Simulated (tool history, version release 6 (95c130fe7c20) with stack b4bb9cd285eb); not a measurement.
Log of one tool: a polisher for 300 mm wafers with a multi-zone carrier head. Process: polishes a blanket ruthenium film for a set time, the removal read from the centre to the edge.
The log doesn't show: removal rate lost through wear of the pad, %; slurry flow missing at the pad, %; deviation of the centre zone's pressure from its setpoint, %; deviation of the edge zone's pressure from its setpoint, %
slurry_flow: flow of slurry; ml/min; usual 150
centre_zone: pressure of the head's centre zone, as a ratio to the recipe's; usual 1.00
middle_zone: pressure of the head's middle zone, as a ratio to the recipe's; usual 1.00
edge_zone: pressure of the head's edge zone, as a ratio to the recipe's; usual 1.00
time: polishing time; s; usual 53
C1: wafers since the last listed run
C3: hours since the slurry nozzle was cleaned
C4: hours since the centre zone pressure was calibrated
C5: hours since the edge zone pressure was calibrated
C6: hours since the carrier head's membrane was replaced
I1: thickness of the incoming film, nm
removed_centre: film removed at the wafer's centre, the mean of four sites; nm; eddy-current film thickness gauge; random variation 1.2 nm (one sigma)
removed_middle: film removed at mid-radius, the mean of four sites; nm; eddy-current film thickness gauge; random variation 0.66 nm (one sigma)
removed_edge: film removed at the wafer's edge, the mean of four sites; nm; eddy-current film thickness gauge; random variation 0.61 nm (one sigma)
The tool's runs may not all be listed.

Run 1, hour 0.0: usual settings but centre_zone 1.03; C1 0; wafers polished on this pad 1166; C3 158.4; C4 493.4; C5 910.3; C6 1221.1; I1 499.3. Result: removed_centre 78.5 nm, removed_middle 73.2 nm, removed_edge 76.0 nm.
At hour 43.7: worn pad replaced by a new one.
Run 2, hour 69.5: usual settings but centre_zone 1.03; C1 1011; wafers polished on this pad 398; C3 227.9; C4 562.9; C5 979.8; C6 1290.6; I1 509.6. Result: removed_centre 85.2 nm, removed_middle 77.2 nm, removed_edge 80.8 nm.
Run 3, hour 120.6: usual settings but centre_zone 1.03; C1 789; wafers polished on this pad 1187; C3 279.0; C4 614.0; C5 1030.9; C6 1341.7; I1 499.7. Result: removed_centre 79.1 nm, removed_middle 72.0 nm, removed_edge 75.9 nm.
At hour 133.4: slurry nozzle cleaned.
At hour 152.7: worn pad replaced by a new one.
Run 4, hour 153.2: usual settings but centre_zone 0.97, time 46 s; C1 426; wafers polished on this pad 7; C3 19.8; C4 646.6; C5 1063.5; C6 1374.3; I1 506.4. Result: removed_centre 70.6 nm, removed_middle 67.9 nm, removed_edge 70.5 nm.
Run 5, hour 203.8: usual settings but centre_zone 0.97, time 46 s; C1 781; wafers polished on this pad 788; C3 70.4; C4 697.2; C5 1114.1; C6 1424.9; I1 509.9. Result: removed_centre 63.7 nm, removed_middle 64.5 nm, removed_edge 66.9 nm.
At hour 232.2: carrier head's membrane replaced by a new one.
Run 6, hour 232.7: usual settings but centre_zone 0.97, time 46 s; C1 369; wafers polished on this pad 1157; C3 99.3; C4 726.1; C5 1143.0; C6 0.5; I1 507.5. Result: removed_centre 62.1 nm, removed_middle 62.4 nm, removed_edge 65.9 nm.
At hour 272.5: worn pad replaced by a new one.
Run 7, hour 289.8: usual settings; C1 819; wafers polished on this pad 267; C3 156.4; C4 783.2; C5 1200.1; C6 57.6; I1 509.3. Result: removed_centre 80.5 nm, removed_middle 77.5 nm, removed_edge 81.1 nm.
At hour 295.2: centre zone pressure recalibrated.
At hour 309.0: edge zone pressure recalibrated.
Run 8, hour 330.4: usual settings but middle_zone 1.06, edge_zone 1.09; C1 565; wafers polished on this pad 833; C3 197.0; C4 35.2; C5 21.4; C6 98.2; I1 509.3. Result: removed_centre 76.4 nm, removed_middle 76.8 nm, removed_edge 80.1 nm.

Run 9 comes next. What will it give?
Run 9, hour 379.0: usual settings but centre_zone 0.89; C1 750; wafers polished on this pad 1583; C3 245.6; C4 83.8; C5 70.0; C6 146.8; I1 511.3. Result: removed_centre ?, removed_middle ?, removed_edge ?.

{"run 9": {"removed_centre": 63.9, "removed_middle": 68.4, "removed_edge": 72.4}}
Without the tool's hidden state the same run would have given removed_centre 74.0 nm, removed_middle 79.2 nm, removed_edge 83.8 nm.
